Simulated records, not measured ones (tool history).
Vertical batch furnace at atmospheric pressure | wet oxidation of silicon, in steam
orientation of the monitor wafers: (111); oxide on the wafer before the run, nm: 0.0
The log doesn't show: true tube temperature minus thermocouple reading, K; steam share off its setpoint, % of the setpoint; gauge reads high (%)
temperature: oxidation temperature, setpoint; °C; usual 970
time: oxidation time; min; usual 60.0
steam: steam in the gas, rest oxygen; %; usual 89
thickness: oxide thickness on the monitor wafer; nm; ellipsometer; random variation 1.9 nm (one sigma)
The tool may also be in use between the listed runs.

run    hour  temperature  time  steam  wafers since the last listed run  hours since the last temperature calibration  hours since the steam generator was serviced  hours since the gauge calibration  read-back reference wafer on the same gauge, thickness  thickness
  1     0.0          984  82.5     89                                 0                                        1974.8                                        1382.1                              684.9                                                  373.27     482.13
      108.0  -- gauge calibrated
  2   121.8          970  60.0     89                              1800                                        2096.6                                        1503.9                               13.8                                                  379.63     359.80
  3   165.5          970  60.0     89                               645                                        2140.3                                        1547.6                               57.5                                                  379.60     361.52
  4   233.2          970  60.0     89                              1000                                        2208.0                                        1615.3                              125.2                                                  379.52     365.65
  5   333.4          970  60.0     89                              1480                                        2308.2                                        1715.5                              225.4                                                  379.32     363.58
  6   411.3          970  60.0     89                              1151                                        2386.1                                        1793.4                              303.3                                                  378.49     364.51
      442.8  -- steam generator serviced
  7   464.1          970  60.0     89                               425                                        2438.9                                          21.3                              356.1                                                  377.70     361.63
  8   548.0          987  60.0     89                              1240                                        2522.8                                         105.2                              440.0                                                  377.32     403.05
  9   589.5          987  60.0     89                               613                                        2564.3                                         146.7                              481.5                                                  376.24     402.50
 10   742.7          989  60.0     82                              2264                                        2717.5                                         299.9                              634.7                                                  373.75     387.61
 11   835.7          970  60.0     89                              1374                                        2810.5                                         392.9                              727.7                                                  372.16     356.30
 12   889.0          970  60.0     81                               787                                        2863.8                                         446.2                              781.0                                                  370.85     333.57
 13   959.6          950  35.5     89                              1043                                        2934.4                                         516.8                              851.6                                                  368.69     211.52
     1061.0  -- thermocouples replaced and temperature profile calibrated
 14  1061.5          986  33.5     92                              1151                                           0.5                                         618.7                              953.5                                                  365.75     270.90
     1087.6  -- gauge calibrated
 15  1163.9          980  60.0     89                              1513                                         102.9                                         721.1                               76.3                                                  382.16     391.86
 16  1261.2          970  49.0     96                              1438                                         200.2                                         818.4                              173.6                                                  381.74     334.71
 17  1332.6          981  60.0     80                              1055                                         271.6                                         889.8                              245.0                                                  381.00     368.05
 18  1382.7          970  60.0     89                               740                                         321.7                                         939.9                              295.1                                                  380.68     364.85
 19  1421.7          949  60.0     89                               576                                         360.7                                         978.9                              334.1                                                  380.33     314.55

The tool's hidden state at each run:
true tube temperature minus thermocouple reading, K: 0 in every run
steam share off its setpoint, % of the setpoint: 0 in every run
H1: gauge reads high (%)
run       H1
  1     -2.3
  2   -0.546
  3   -0.558
  4   -0.607
  5   -0.746
  6    -0.91
  7    -1.05
  8    -1.31
  9    -1.46
 10    -2.14
 11    -2.64
 12    -2.96
 13    -3.42
 14    -4.15
 15   0.0233
 16  -0.0731
 17   -0.192
 18   -0.299
 19   -0.396

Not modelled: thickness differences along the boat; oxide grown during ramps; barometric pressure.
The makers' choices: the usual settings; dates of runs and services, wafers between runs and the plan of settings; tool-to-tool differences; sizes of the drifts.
